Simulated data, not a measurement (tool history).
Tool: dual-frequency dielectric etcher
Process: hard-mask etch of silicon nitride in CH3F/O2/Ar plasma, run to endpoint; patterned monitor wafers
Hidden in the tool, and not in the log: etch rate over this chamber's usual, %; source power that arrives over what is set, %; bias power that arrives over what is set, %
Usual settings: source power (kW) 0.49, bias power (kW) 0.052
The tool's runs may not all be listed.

run   hour  source power (kW)  bias power (kW)  wafers since the last listed run  hours since the last wet clean  hours since the last source power generator calibration  hours since the last bias power generator calibration  hours since the last upper electrode change  incoming incoming film thickness, nm  endpoint time (s)
  1      0               0.49            0.052                                 0                           236.8                                                   2163.7                                                 2693.2                                       1767.7                                 39.52               54.1
  2   19.2               0.49            0.052                               188                             256                                                   2182.9                                                 2712.4                                       1786.9                                 39.78               54.6
  3     40               0.49            0.052                               204                           276.8                                                   2203.7                                                 2733.2                                       1807.7                                 40.08               55.4
  4   68.7               0.44            0.062                               282                           305.5                                                   2232.4                                                 2761.9                                       1836.4                                 39.66                 55
  5   89.9               0.39            0.062                               208                           326.7                                                   2253.6                                                 2783.1                                       1857.6                                 39.67               59.4
  6  118.4               0.39            0.062                               280                           355.2                                                   2282.1                                                 2811.6                                       1886.1                                 39.62               59.1
     130.8  -- source power generator calibrated
  7  142.1               0.39            0.062                               193                           378.9                                                     11.3                                                 2835.3                                       1909.8                                 39.87               59.2
     147.2  -- bias power generator calibrated
  8    167               0.49            0.052                               205                           403.8                                                     36.2                                                   19.8                                       1934.7                                 39.77               55.2
     192.3  -- upper electrode replaced
  9  192.8               0.44            0.061                                17                           429.6                                                       62                                                   45.6                                          0.5                                 39.44               54.9
 10  206.7               0.52            0.041                               136                           443.5                                                     75.9                                                   59.5                                         14.4                                 39.61               57.1
 11  230.3               0.53            0.063                               232                           467.1                                                     99.5                                                   83.1                                           38                                 40.06               49.6
     277.8  -- wet clean of the chamber
 12  278.3               0.49            0.052                               236                             0.5                                                    147.5                                                  131.1                                           86                                 40.12               57.4
 13  283.6               0.37            0.047                                52                             5.8                                                    152.8                                                  136.4                                         91.3                                 39.71               70.2
       352  -- wet clean of the chamber, repeated, since the last time left the tool worse
 14  352.5               0.43            0.046                               441                             0.5                                                    221.7                                                  205.3                                        160.2                                 39.41               60.1
 15  355.8               0.49            0.052                                32                             3.8                                                      225                                                  208.6                                        163.5                                 40.04               54.4
 16  390.1               0.45            0.064                               337                            38.1                                                    259.3                                                  242.9                                        197.8                                 39.94               52.9

The next listed run, before its measurement:
 17  420.9               0.49            0.052                               303                            68.9                                                    290.1                                                  273.7                                        228.6                                 39.91                  ?

endpoint time (s): 54.1
Without the tool's hidden state the same run would have given endpoint time (s) 53.8.
